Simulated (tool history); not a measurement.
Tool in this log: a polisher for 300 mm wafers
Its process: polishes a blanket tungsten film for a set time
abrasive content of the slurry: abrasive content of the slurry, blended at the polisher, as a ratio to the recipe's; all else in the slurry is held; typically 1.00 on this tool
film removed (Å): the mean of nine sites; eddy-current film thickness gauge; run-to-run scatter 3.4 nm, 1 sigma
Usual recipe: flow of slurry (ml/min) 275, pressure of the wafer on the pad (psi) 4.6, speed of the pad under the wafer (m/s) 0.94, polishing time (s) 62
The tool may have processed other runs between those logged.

| run | hour | flow of slurry (ml/min) | pressure of the wafer on the pad (psi) | speed of the pad under the wafer (m/s) | abrasive content of the slurry | polishing time (s) | wafers since the last listed run | wafers polished on this pad | hours since the slurry nozzle was cleaned | hours since the head pressure was calibrated | hours since the slurry blender was calibrated | hours since the slurry got fresh peroxide | incoming thickness of the incoming film, nm | film removed (Å) |
|---|---|---|---|---|---|---|---|---|---|---|---|---|---|---|
| 1 | 0.0 | 275 | 4.6 | 0.94 | 1.00 | 62 | 0 | 166 | 439.1 | 320.3 | 406.7 | 187.0 | 949.8 | 2395 |
| 2 | 27.6 | 335 | 4.6 | 0.94 | 1.00 | 62 | 164 | 331 | 466.7 | 347.9 | 434.3 | 214.6 | 959.3 | 2432 |
|  | 35.6 | slurry tank refilled with fresh slurry and peroxide |
| 3 | 44.1 | 335 | 4.6 | 0.94 | 1.00 | 62 | 92 | 423 | 483.2 | 364.4 | 450.8 | 8.5 | 950.3 | 2729 |
|  | 125.6 | slurry blender recalibrated |
| 4 | 133.0 | 335 | 4.6 | 0.94 | 1.00 | 62 | 518 | 941 | 572.1 | 453.3 | 7.4 | 97.4 | 949.3 | 2499 |
|  | 147.9 | worn pad replaced by a new one |
| 5 | 167.5 | 275 | 4.6 | 0.94 | 1.00 | 62 | 181 | 116 | 606.6 | 487.8 | 41.9 | 131.9 | 952.5 | 2366 |
|  | 170.0 | head pressure recalibrated |
| 6 | 195.0 | 275 | 4.6 | 0.94 | 1.00 | 62 | 152 | 268 | 634.1 | 25.0 | 69.4 | 159.4 | 949.9 | 2303 |
| 7 | 211.8 | 275 | 4.6 | 0.94 | 1.00 | 62 | 100 | 368 | 650.9 | 41.8 | 86.2 | 176.2 | 954.3 | 2329 |
|  | 226.2 | slurry tank refilled with fresh slurry and peroxide |
| 8 | 230.9 | 330 | 4.6 | 0.94 | 1.10 | 62 | 107 | 476 | 670.0 | 60.9 | 105.3 | 4.7 | 939.5 | 2636 |
| 9 | 261.2 | 275 | 4.6 | 0.94 | 1.20 | 62 | 180 | 657 | 700.3 | 91.2 | 135.6 | 35.0 | 963.2 | 2579 |
| 10 | 277.9 | 235 | 3.6 | 1.20 | 1.00 | 62 | 99 | 757 | 717.0 | 107.9 | 152.3 | 51.7 | 932.3 | 2166 |
| 11 | 302.2 | 275 | 4.6 | 1.06 | 1.20 | 62 | 144 | 901 | 741.3 | 132.2 | 176.6 | 76.0 | 935.2 | 2652 |
|  | 336.7 | worn pad replaced by a new one |
| 12 | 337.2 | 275 | 4.6 | 1.06 | 1.25 | 62 | 184 | 2 | 776.3 | 167.2 | 211.6 | 111.0 | 961.9 | 2606 |
|  | 339.8 | slurry nozzle cleaned |
| 13 | 347.9 | 225 | 4.6 | 0.94 | 1.00 | 62 | 57 | 60 | 8.1 | 177.9 | 222.3 | 121.7 | 939.2 | 2391 |
| 14 | 365.5 | 185 | 4.6 | 0.94 | 1.00 | 68 | 104 | 165 | 25.7 | 195.5 | 239.9 | 139.3 | 948.5 | 2530 |
| 15 | 398.0 | 275 | 4.6 | 0.94 | 1.00 | 62 | 193 | 359 | 58.2 | 228.0 | 272.4 | 171.8 | 950.8 | 2403 |
| 16 | 416.6 | 275 | 4.6 | 0.94 | 1.00 | 62 | 110 | 470 | 76.8 | 246.6 | 291.0 | 190.4 | 949.3 | 2398 |
|  | 450.8 | slurry tank refilled with fresh slurry and peroxide |
| 17 | 452.4 | 185 | 4.6 | 0.94 | 1.00 | 62 | 207 | 677 | 112.6 | 282.4 | 326.8 | 1.6 | 962.0 | 2513 |
| 18 | 469.3 | 275 | 3.1 | 1.18 | 1.20 | 62 | 100 | 778 | 129.5 | 299.3 | 343.7 | 18.5 | 941.7 | 2083 |
| 19 | 498.5 | 360 | 5.5 | 1.06 | 1.00 | 62 | 174 | 952 | 158.7 | 328.5 | 372.9 | 47.7 | 970.4 | 3281 |

Forecast run 20:
| 20 | 511.0 | 275 | 4.6 | 0.94 | 1.00 | 62 | 74 | 1027 | 171.2 | 341.0 | 385.4 | 60.2 | 954.1 | ? |

{"run 20": {"film removed (Å)": 2481}}
Minus the tool's unlogged condition, the same run would have read film removed (Å) 2746.

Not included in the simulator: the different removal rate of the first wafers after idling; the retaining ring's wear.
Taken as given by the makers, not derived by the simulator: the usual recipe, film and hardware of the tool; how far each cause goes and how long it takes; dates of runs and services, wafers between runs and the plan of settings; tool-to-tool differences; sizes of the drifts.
